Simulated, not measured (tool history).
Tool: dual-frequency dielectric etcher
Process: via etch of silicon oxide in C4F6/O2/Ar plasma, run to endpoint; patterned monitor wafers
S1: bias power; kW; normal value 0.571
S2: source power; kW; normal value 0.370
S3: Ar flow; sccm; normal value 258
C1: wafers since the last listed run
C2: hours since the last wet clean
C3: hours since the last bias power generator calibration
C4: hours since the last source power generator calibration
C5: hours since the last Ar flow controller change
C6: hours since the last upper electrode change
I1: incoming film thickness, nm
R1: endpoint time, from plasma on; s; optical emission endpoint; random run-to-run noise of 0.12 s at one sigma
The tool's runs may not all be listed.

{"run": 1, "hour": 0.0, "S1": 0.571, "S2": 0.37, "S3": 304, "C1": 0, "C2": 242.2, "C3": 3309.8, "C4": 4491.4, "C5": 5253.4, "C6": 4405.5, "I1": 109.3, "R1": 24.0}
{"run": 2, "hour": 11.1, "S1": 0.571, "S2": 0.37, "S3": 304, "C1": 77, "C2": 253.3, "C3": 3320.9, "C4": 4502.5, "C5": 5264.5, "C6": 4416.6, "I1": 107.5, "R1": 23.4}
{"run": 3, "hour": 25.7, "S1": 0.571, "S2": 0.37, "S3": 258, "C1": 101, "C2": 267.9, "C3": 3335.5, "C4": 4517.1, "C5": 5279.1, "C6": 4431.2, "I1": 108.7, "R1": 23.2}
{"hour": 36.6, "done": "Ar flow controller replaced"}
{"run": 4, "hour": 37.4, "S1": 0.571, "S2": 0.37, "S3": 258, "C1": 39, "C2": 279.6, "C3": 3347.2, "C4": 4528.8, "C5": 0.8, "C6": 4442.9, "I1": 108.5, "R1": 23.3}
{"run": 5, "hour": 45.9, "S1": 0.571, "S2": 0.37, "S3": 258, "C1": 58, "C2": 288.1, "C3": 3355.7, "C4": 4537.3, "C5": 9.3, "C6": 4451.4, "I1": 107.9, "R1": 23.0}
{"run": 6, "hour": 60.7, "S1": 0.571, "S2": 0.37, "S3": 258, "C1": 102, "C2": 302.9, "C3": 3370.5, "C4": 4552.1, "C5": 24.1, "C6": 4466.2, "I1": 108.6, "R1": 23.0}
{"run": 7, "hour": 69.9, "S1": 0.571, "S2": 0.37, "S3": 258, "C1": 63, "C2": 312.1, "C3": 3379.7, "C4": 4561.3, "C5": 33.3, "C6": 4475.4, "I1": 108.1, "R1": 23.2}
{"run": 8, "hour": 78.1, "S1": 0.571, "S2": 0.37, "S3": 258, "C1": 56, "C2": 320.3, "C3": 3387.9, "C4": 4569.5, "C5": 41.5, "C6": 4483.6, "I1": 108.3, "R1": 23.3}
{"run": 9, "hour": 91.6, "S1": 0.623, "S2": 0.43, "S3": 298, "C1": 93, "C2": 333.8, "C3": 3401.4, "C4": 4583.0, "C5": 55.0, "C6": 4497.1, "I1": 108.2, "R1": 21.4}
{"run": 10, "hour": 104.2, "S1": 0.571, "S2": 0.37, "S3": 258, "C1": 87, "C2": 346.4, "C3": 3414.0, "C4": 4595.6, "C5": 67.6, "C6": 4509.7, "I1": 107.8, "R1": 23.0}
{"hour": 118.5, "done": "source power generator calibrated"}
{"run": 11, "hour": 119.0, "S1": 0.531, "S2": 0.37, "S3": 215, "C1": 74, "C2": 361.2, "C3": 3428.8, "C4": 0.5, "C5": 82.4, "C6": 4524.5, "I1": 109.1, "R1": 23.8}
{"hour": 149.7, "done": "wet clean of the chamber"}
{"run": 12, "hour": 150.2, "S1": 0.534, "S2": 0.34, "S3": 258, "C1": 49, "C2": 0.5, "C3": 3460.0, "C4": 31.7, "C5": 113.6, "C6": 4555.7, "I1": 107.3, "R1": 24.6}
{"run": 13, "hour": 150.5, "S1": 0.571, "S2": 0.29, "S3": 258, "C1": 2, "C2": 0.8, "C3": 3460.3, "C4": 32.0, "C5": 113.9, "C6": 4556.0, "I1": 107.1, "R1": 24.8}
{"run": 14, "hour": 151.8, "S1": 0.571, "S2": 0.37, "S3": 258, "C1": 9, "C2": 2.1, "C3": 3461.6, "C4": 33.3, "C5": 115.2, "C6": 4557.3, "I1": 107.8, "R1": 23.2}
{"run": 15, "hour": 160.8, "S1": 0.678, "S2": 0.3, "S3": 258, "C1": 62, "C2": 11.1, "C3": 3470.6, "C4": 42.3, "C5": 124.2, "C6": 4566.3, "I1": 109.1, "R1": 22.7}
{"run": 16, "hour": 177.0, "S1": 0.629, "S2": 0.37, "S3": 306, "C1": 112, "C2": 27.3, "C3": 3486.8, "C4": 58.5, "C5": 140.4, "C6": 4582.5, "I1": 107.0, "R1": 22.0}
{"run": 17, "hour": 194.8, "S1": 0.571, "S2": 0.37, "S3": 258, "C1": 123, "C2": 45.1, "C3": 3504.6, "C4": 76.3, "C5": 158.2, "C6": 4600.3, "I1": 107.7, "R1": 23.1}
{"hour": 207.6, "done": "bias power generator calibrated"}
{"hour": 233.4, "done": "upper electrode replaced"}
{"run": 18, "hour": 233.9, "S1": 0.571, "S2": 0.37, "S3": 258, "C1": 77, "C2": 84.2, "C3": 26.3, "C4": 115.4, "C5": 197.3, "C6": 0.5, "I1": 107.7, "R1": 23.1}
{"run": 19, "hour": 234.2, "S1": 0.623, "S2": 0.43, "S3": 298, "C1": 2, "C2": 84.5, "C3": 26.6, "C4": 115.7, "C5": 197.6, "C6": 0.8, "I1": 107.8, "R1": 21.4}
{"run": 20, "hour": 243.6, "S1": 0.571, "S2": 0.4, "S3": 258, "C1": 65, "C2": 93.9, "C3": 36.0, "C4": 125.1, "C5": 207.0, "C6": 10.2, "I1": 108.1, "R1": 22.8}
{"run": 21, "hour": 255.9, "S1": 0.571, "S2": 0.37, "S3": 258, "C1": 85, "C2": 106.2, "C3": 48.3, "C4": 137.4, "C5": 219.3, "C6": 22.5, "I1": 107.9, "R1": 23.0}
{"run": 22, "hour": 267.9, "S1": 0.462, "S2": 0.37, "S3": 307, "C1": 83, "C2": 118.2, "C3": 60.3, "C4": 149.4, "C5": 231.3, "C6": 34.5, "I1": 106.4, "R1": 26.5}
{"run": 23, "hour": 280.9, "S1": 0.507, "S2": 0.44, "S3": 240, "C1": 90, "C2": 131.2, "C3": 73.3, "C4": 162.4, "C5": 244.3, "C6": 47.5, "I1": 106.1, "R1": 23.0}
{"run": 24, "hour": 295.1, "S1": 0.571, "S2": 0.37, "S3": 258, "C1": 98, "C2": 145.4, "C3": 87.5, "C4": 176.6, "C5": 258.5, "C6": 61.7, "I1": 107.3, "R1": 23.0}
{"run": 25, "hour": 302.9, "S1": 0.571, "S2": 0.41, "S3": 258, "C1": 54, "C2": 153.2, "C3": 95.3, "C4": 184.4, "C5": 266.3, "C6": 69.5, "I1": 107.0, "R1": 22.0}
{"run": 26, "hour": 311.6, "S1": 0.432, "S2": 0.34, "S3": 230, "C1": 60, "C2": 161.9, "C3": 104.0, "C4": 193.1, "C5": 275.0, "C6": 78.2, "I1": 108.3, "R1": 28.1}
{"run": 27, "hour": 326.1, "S1": 0.571, "S2": 0.37, "S3": 258, "C1": 100, "C2": 176.4, "C3": 118.5, "C4": 207.6, "C5": 289.5, "C6": 92.7, "I1": 108.0, "R1": 23.0}
{"run": 28, "hour": 340.5, "S1": 0.533, "S2": 0.42, "S3": 221, "C1": 99, "C2": 190.8, "C3": 132.9, "C4": 222.0, "C5": 303.9, "C6": 107.1, "I1": 107.1, "R1": 22.6}

Hidden state, per run?
etch rate over this chamber's usual, %: 0 at every run
bias power that arrives over what is set, %: 0 at every run
source power that arrives over what is set, %: 0 at every run
Ar flow that arrives over what is set, %: 0 at every run
